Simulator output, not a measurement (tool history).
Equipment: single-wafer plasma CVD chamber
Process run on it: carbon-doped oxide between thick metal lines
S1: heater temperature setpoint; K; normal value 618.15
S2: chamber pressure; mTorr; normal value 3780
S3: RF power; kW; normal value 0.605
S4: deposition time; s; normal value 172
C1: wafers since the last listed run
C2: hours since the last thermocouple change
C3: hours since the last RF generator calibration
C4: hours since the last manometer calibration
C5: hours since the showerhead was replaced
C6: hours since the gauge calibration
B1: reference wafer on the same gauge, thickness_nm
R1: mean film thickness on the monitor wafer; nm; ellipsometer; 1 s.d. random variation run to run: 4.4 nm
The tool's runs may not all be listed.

| run | hour | S1 | S2 | S3 | S4 | C1 | C2 | C3 | C4 | C5 | C6 | B1 | R1 |
|---|---|---|---|---|---|---|---|---|---|---|---|---|---|
| 1 | 0 | 618.15 | 3780 | 0.67 | 172 | 0 | 241.6 | 746.6 | 1010.9 | 6655.6 | 1204.3 | 947.993 | 1013.741 |
| 2 | 47 | 618.15 | 3780 | 0.67 | 172 | 498 | 288.6 | 793.6 | 1057.9 | 6702.6 | 1251.3 | 948.535 | 1010.484 |
| 3 | 128.3 | 618.15 | 3780 | 0.67 | 172 | 861 | 369.9 | 874.9 | 1139.2 | 6783.9 | 1332.6 | 949.93 | 1017.232 |
| 4 | 176.4 | 618.15 | 3780 | 0.605 | 172 | 509 | 418 | 923 | 1187.3 | 6832 | 1380.7 | 949.02 | 935.527 |
| 5 | 275.5 | 618.15 | 3780 | 0.605 | 172 | 1050 | 517.1 | 1022.1 | 1286.4 | 6931.1 | 1479.8 | 951.863 | 933.064 |
| 6 | 375.6 | 618.15 | 3780 | 0.605 | 172 | 1061 | 617.2 | 1122.2 | 1386.5 | 7031.2 | 1579.9 | 948.932 | 930.432 |
| 7 | 462.3 | 618.15 | 3780 | 0.67 | 189 | 919 | 703.9 | 1208.9 | 1473.2 | 7117.9 | 1666.6 | 950.592 | 1111.673 |
| 8 | 529.5 | 618.15 | 3780 | 0.67 | 189 | 712 | 771.1 | 1276.1 | 1540.4 | 7185.1 | 1733.8 | 949.157 | 1112.901 |
| 9 | 605.3 | 618.15 | 3780 | 0.605 | 172 | 803 | 846.9 | 1351.9 | 1616.2 | 7260.9 | 1809.6 | 947.622 | 935.883 |
| 10 | 644.2 | 618.15 | 3780 | 0.605 | 172 | 412 | 885.8 | 1390.8 | 1655.1 | 7299.8 | 1848.5 | 949.122 | 935.049 |
|  | 729.6 | thermocouple changed; heater temperature recalibrated |
| 11 | 736.9 | 618.15 | 3780 | 0.605 | 172 | 897 | 7.3 | 1483.5 | 1747.8 | 7392.5 | 1941.2 | 949.854 | 935.31 |
| 12 | 835.7 | 618.15 | 3780 | 0.605 | 172 | 1047 | 106.1 | 1582.3 | 1846.6 | 7491.3 | 2040 | 951.187 | 944.965 |
| 13 | 884.8 | 618.15 | 3780 | 0.605 | 172 | 520 | 155.2 | 1631.4 | 1895.7 | 7540.4 | 2089.1 | 949.701 | 932.447 |
|  | 955.8 | showerhead replaced |
| 14 | 981.7 | 618.15 | 3780 | 0.605 | 172 | 942 | 252.1 | 1728.3 | 1992.6 | 25.9 | 2186 | 949.51 | 931.53 |
| 15 | 1076.5 | 618.15 | 3780 | 0.605 | 172 | 1005 | 346.9 | 1823.1 | 2087.4 | 120.7 | 2280.8 | 948.757 | 937.565 |
|  | 1116.6 | RF generator calibrated |
| 16 | 1117.1 | 624.15 | 3120 | 0.55 | 192 | 345 | 387.5 | 0.5 | 2128 | 161.3 | 2321.4 | 949.526 | 927.109 |
|  | 1153.1 | gauge calibrated |
|  | 1173.9 | capacitance manometer re-zeroed and calibrated |
| 17 | 1218.7 | 626.15 | 3780 | 0.515 | 172 | 992 | 489.1 | 102.1 | 44.8 | 262.9 | 65.6 | 949.758 | 805.483 |
| 18 | 1325.1 | 612.15 | 3220 | 0.525 | 161 | 1127 | 595.5 | 208.5 | 151.2 | 369.3 | 172 | 952.104 | 786.704 |
| 19 | 1427 | 618.15 | 3780 | 0.605 | 172 | 1080 | 697.4 | 310.4 | 253.1 | 471.2 | 273.9 | 949.311 | 930.164 |
| 20 | 1520.5 | 618.15 | 3780 | 0.685 | 172 | 991 | 790.9 | 403.9 | 346.6 | 564.7 | 367.4 | 949.702 | 1022.936 |
| 21 | 1607.2 | 618.15 | 3780 | 0.605 | 172 | 919 | 877.6 | 490.6 | 433.3 | 651.4 | 454.1 | 950.375 | 941.398 |
| 22 | 1681.4 | 618.15 | 3780 | 0.555 | 197 | 786 | 951.8 | 564.8 | 507.5 | 725.6 | 528.3 | 949.658 | 1006.736 |
|  | 1725.7 | thermocouple changed; heater temperature recalibrated |
| 23 | 1742.1 | 618.15 | 3780 | 0.67 | 172 | 558 | 16.4 | 625.5 | 568.2 | 786.3 | 589 | 949.195 | 1010.477 |
| 24 | 1811.6 | 618.15 | 3780 | 0.605 | 172 | 736 | 85.9 | 695 | 637.7 | 855.8 | 658.5 | 950.699 | 927.32 |
| 25 | 1867.2 | 609.15 | 4450 | 0.605 | 185 | 589 | 141.5 | 750.6 | 693.3 | 911.4 | 714.1 | 950.358 | 1061.673 |
| 26 | 1942.8 | 618.15 | 2990 | 0.605 | 172 | 801 | 217.1 | 826.2 | 768.9 | 987 | 789.7 | 949.86 | 921.953 |
| 27 | 1983.6 | 625.15 | 3780 | 0.505 | 172 | 432 | 257.9 | 867 | 809.7 | 1027.8 | 830.5 | 950.942 | 795.855 |
| 28 | 2034.3 | 618.15 | 3780 | 0.495 | 172 | 537 | 308.6 | 917.7 | 860.4 | 1078.5 | 881.2 | 950.803 | 798.928 |
| 29 | 2093.3 | 618.15 | 3780 | 0.605 | 145 | 625 | 367.6 | 976.7 | 919.4 | 1137.5 | 940.2 | 950.769 | 789.958 |

What was the tool's hidden state at every run in the log?
wafer temperature above the value expected at the setpoint (K): 0 on each run
delivered RF power above the setpoint (%): 0 on each run
true pressure above the setpoint (%): 0 on each run
gauge reads high (%): 0 on each run

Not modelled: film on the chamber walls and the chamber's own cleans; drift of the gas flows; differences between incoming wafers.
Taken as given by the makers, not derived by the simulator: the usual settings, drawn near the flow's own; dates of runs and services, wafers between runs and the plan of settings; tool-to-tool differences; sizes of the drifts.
